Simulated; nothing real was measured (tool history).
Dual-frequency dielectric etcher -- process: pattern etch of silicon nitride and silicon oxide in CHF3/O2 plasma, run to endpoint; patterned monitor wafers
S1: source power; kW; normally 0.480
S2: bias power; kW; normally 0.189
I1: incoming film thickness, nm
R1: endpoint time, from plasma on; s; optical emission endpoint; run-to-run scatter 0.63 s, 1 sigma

Run 1, day 0.000: usual settings but S1 0.540 kW; I1 296.8. Result: R1 210.2 s.
Run 2, day 1.208: usual settings but S1 0.540 kW; I1 293.1. Result: R1 207.6 s.
Run 3, day 1.800: usual settings; I1 292.9. Result: R1 217.8 s.
Run 4, day 2.504: usual settings; I1 294.0. Result: R1 219.2 s.
Run 5, day 3.338: usual settings but S1 0.410 kW; I1 294.9. Result: R1 233.5 s.
Run 6, day 3.904: usual settings but S1 0.410 kW; I1 293.8. Result: R1 233.6 s.
At day 5.600: source power generator calibrated.
At day 6.388: wet clean of the chamber.
At day 6.900: bias power generator calibrated.
Run 7, day 7.592: usual settings but S1 0.410 kW; I1 293.9. Result: R1 223.3 s.
Run 8, day 8.725: usual settings but S1 0.510 kW, S2 0.164 kW; I1 291.6. Result: R1 213.3 s.
Run 9, day 9.479: usual settings; I1 295.3. Result: R1 211.5 s.
At day 10.579: upper electrode replaced.
Run 10, day 10.704: usual settings but S1 0.530 kW, S2 0.228 kW; I1 291.9. Result: R1 187.7 s.
Run 11, day 11.379: usual settings but S1 0.410 kW, S2 0.169 kW; I1 293.6. Result: R1 232.1 s.
Run 12, day 12.379: usual settings but S1 0.430 kW, S2 0.143 kW; I1 289.8. Result: R1 237.6 s.
Run 13, day 12.979: usual settings; I1 292.6. Result: R1 208.6 s.
Run 14, day 14.058: usual settings but S1 0.410 kW, S2 0.228 kW; I1 291.3. Result: R1 208.5 s.
Run 15, day 14.958: usual settings but S1 0.590 kW, S2 0.147 kW; I1 291.4. Result: R1 212.3 s.

Below are 4 alternative next runs, each starting from the tool's condition after run 15. Predict each:
Run A, day 14.979: usual settings but S1 0.570 kW; I1 292.9. Result: R1 ?.
Run B, day 14.979: usual settings but S1 0.590 kW; I1 292.9. Result: R1 ?.
Run C, day 14.979: usual settings but S1 0.580 kW; I1 292.9. Result: R1 ?.
Run D, day 14.979: usual settings but S1 0.550 kW; I1 292.9. Result: R1 ?.

run     R1
  A  197.9
  B  195.3
  C  196.6
  D  200.7
With no hidden state in the tool, these same runs would have given:
run     R1
  A  196.4
  B  193.8
  C  195.1
  D  199.1
